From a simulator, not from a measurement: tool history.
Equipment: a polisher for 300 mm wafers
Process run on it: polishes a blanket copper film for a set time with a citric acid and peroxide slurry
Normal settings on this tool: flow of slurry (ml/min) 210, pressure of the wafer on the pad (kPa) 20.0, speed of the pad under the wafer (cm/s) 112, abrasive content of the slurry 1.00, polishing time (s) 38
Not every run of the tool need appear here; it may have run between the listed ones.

| run | hour | flow of slurry (ml/min) | pressure of the wafer on the pad (kPa) | speed of the pad under the wafer (cm/s) | abrasive content of the slurry | polishing time (s) | wafers since the last listed run | wafers polished on this pad | hours since the slurry nozzle was cleaned | hours since the head pressure was calibrated | hours since the slurry blender was calibrated | incoming thickness of the incoming film, nm | film removed (Å) |
|---|---|---|---|---|---|---|---|---|---|---|---|---|---|
| 1 | 0.0 | 210 | 20.0 | 112 | 1.00 | 38 | 0 | 3278 | 185.9 | 341.0 | 116.7 | 1025.9 | 1054 |
| 2 | 52.3 | 210 | 20.0 | 112 | 1.00 | 38 | 583 | 3862 | 238.2 | 393.3 | 169.0 | 1062.2 | 1018 |
| 3 | 149.1 | 210 | 20.0 | 112 | 1.00 | 38 | 1079 | 4941 | 335.0 | 490.1 | 265.8 | 1028.5 | 1003 |
| 4 | 232.3 | 210 | 20.0 | 112 | 1.00 | 38 | 928 | 5870 | 418.2 | 573.3 | 349.0 | 1039.8 | 983 |
|  | 253.0 | worn pad replaced by a new one |
|  | 326.4 | slurry nozzle cleaned |
| 5 | 332.0 | 210 | 20.0 | 112 | 1.00 | 38 | 1056 | 870 | 5.6 | 673.0 | 448.7 | 1044.9 | 945 |
|  | 381.7 | slurry blender recalibrated |
| 6 | 432.0 | 210 | 20.0 | 112 | 1.00 | 38 | 1093 | 1963 | 105.6 | 773.0 | 50.3 | 1033.2 | 1023 |
|  | 458.9 | head pressure recalibrated |
| 7 | 502.7 | 210 | 20.0 | 112 | 1.00 | 38 | 766 | 2730 | 176.3 | 43.8 | 121.0 | 1035.8 | 1065 |
| 8 | 572.8 | 210 | 20.0 | 112 | 1.00 | 38 | 782 | 3512 | 246.4 | 113.9 | 191.1 | 1037.1 | 1063 |
| 9 | 667.7 | 210 | 20.0 | 112 | 1.00 | 38 | 1058 | 4571 | 341.3 | 208.8 | 286.0 | 1046.3 | 1029 |
| 10 | 764.8 | 210 | 20.0 | 112 | 1.00 | 38 | 1083 | 5654 | 438.4 | 305.9 | 383.1 | 1034.3 | 999 |
|  | 817.4 | worn pad replaced by a new one |
|  | 854.9 | slurry nozzle cleaned |
| 11 | 869.3 | 210 | 20.0 | 112 | 1.00 | 38 | 1110 | 568 | 14.4 | 410.4 | 487.6 | 1044.9 | 992 |
| 12 | 921.7 | 265 | 17.2 | 112 | 1.20 | 29 | 584 | 1152 | 66.8 | 462.8 | 540.0 | 1046.3 | 726 |
|  | 993.1 | slurry blender recalibrated |
| 13 | 994.5 | 165 | 20.0 | 112 | 1.00 | 38 | 789 | 1942 | 139.6 | 535.6 | 1.4 | 1030.2 | 989 |
| 14 | 1081.4 | 210 | 20.0 | 112 | 1.00 | 38 | 969 | 2912 | 226.5 | 622.5 | 88.3 | 1049.0 | 1025 |
| 15 | 1183.0 | 190 | 16.5 | 112 | 1.00 | 38 | 1133 | 4045 | 328.1 | 724.1 | 189.9 | 1024.5 | 876 |
| 16 | 1257.1 | 210 | 17.9 | 94 | 1.20 | 38 | 826 | 4872 | 402.2 | 798.2 | 264.0 | 1040.4 | 840 |
| 17 | 1346.4 | 210 | 20.0 | 112 | 1.00 | 38 | 996 | 5868 | 491.5 | 887.5 | 353.3 | 1031.9 | 931 |
| 18 | 1389.5 | 210 | 20.0 | 112 | 1.25 | 31 | 480 | 6349 | 534.6 | 930.6 | 396.4 | 1045.2 | 795 |
|  | 1407.3 | slurry nozzle cleaned |
|  | 1442.8 | worn pad replaced by a new one |
| 19 | 1454.9 | 170 | 20.0 | 84 | 1.00 | 38 | 673 | 134 | 47.6 | 996.0 | 461.8 | 1055.6 | 698 |
|  | 1501.4 | head pressure recalibrated |
| 20 | 1532.7 | 210 | 20.0 | 112 | 1.00 | 38 | 845 | 980 | 125.4 | 31.3 | 539.6 | 1038.2 | 987 |
| 21 | 1614.9 | 210 | 20.0 | 112 | 1.00 | 38 | 917 | 1897 | 207.6 | 113.5 | 621.8 | 1051.1 | 931 |
|  | 1617.7 | slurry blender recalibrated |
| 22 | 1660.3 | 210 | 20.0 | 112 | 1.00 | 38 | 484 | 2381 | 253.0 | 158.9 | 42.6 | 1041.5 | 1084 |
| 23 | 1760.0 | 210 | 24.8 | 72 | 0.70 | 38 | 1112 | 3494 | 352.7 | 258.6 | 142.3 | 1046.9 | 836 |
| 24 | 1804.3 | 210 | 26.2 | 84 | 1.00 | 38 | 494 | 3988 | 397.0 | 302.9 | 186.6 | 1033.4 | 1051 |
| 25 | 1856.8 | 210 | 25.5 | 112 | 1.15 | 38 | 585 | 4574 | 449.5 | 355.4 | 239.1 | 1057.4 | 1320 |
| 26 | 1902.1 | 210 | 20.0 | 84 | 1.00 | 51 | 505 | 5079 | 494.8 | 400.7 | 284.4 | 1045.3 | 1142 |
|  | 1906.0 | slurry nozzle cleaned |
|  | 1954.8 | worn pad replaced by a new one |
| 27 | 1986.9 | 210 | 17.2 | 146 | 0.85 | 27 | 890 | 358 | 80.9 | 485.5 | 369.2 | 1047.5 | 789 |
| 28 | 2080.7 | 210 | 20.0 | 112 | 1.15 | 38 | 1046 | 1404 | 174.7 | 579.3 | 463.0 | 1060.0 | 1032 |

What will run 29 give?
|  | 2120.8 | slurry blender recalibrated |
| 29 | 2177.0 | 210 | 20.0 | 112 | 1.10 | 38 | 1052 | 2456 | 271.0 | 675.6 | 56.2 | 1021.5 | ? |

film removed (Å): 1067
Take away the tool's hidden state, keep the run-to-run variation as it was, and the same run would have given film removed (Å) 1121.
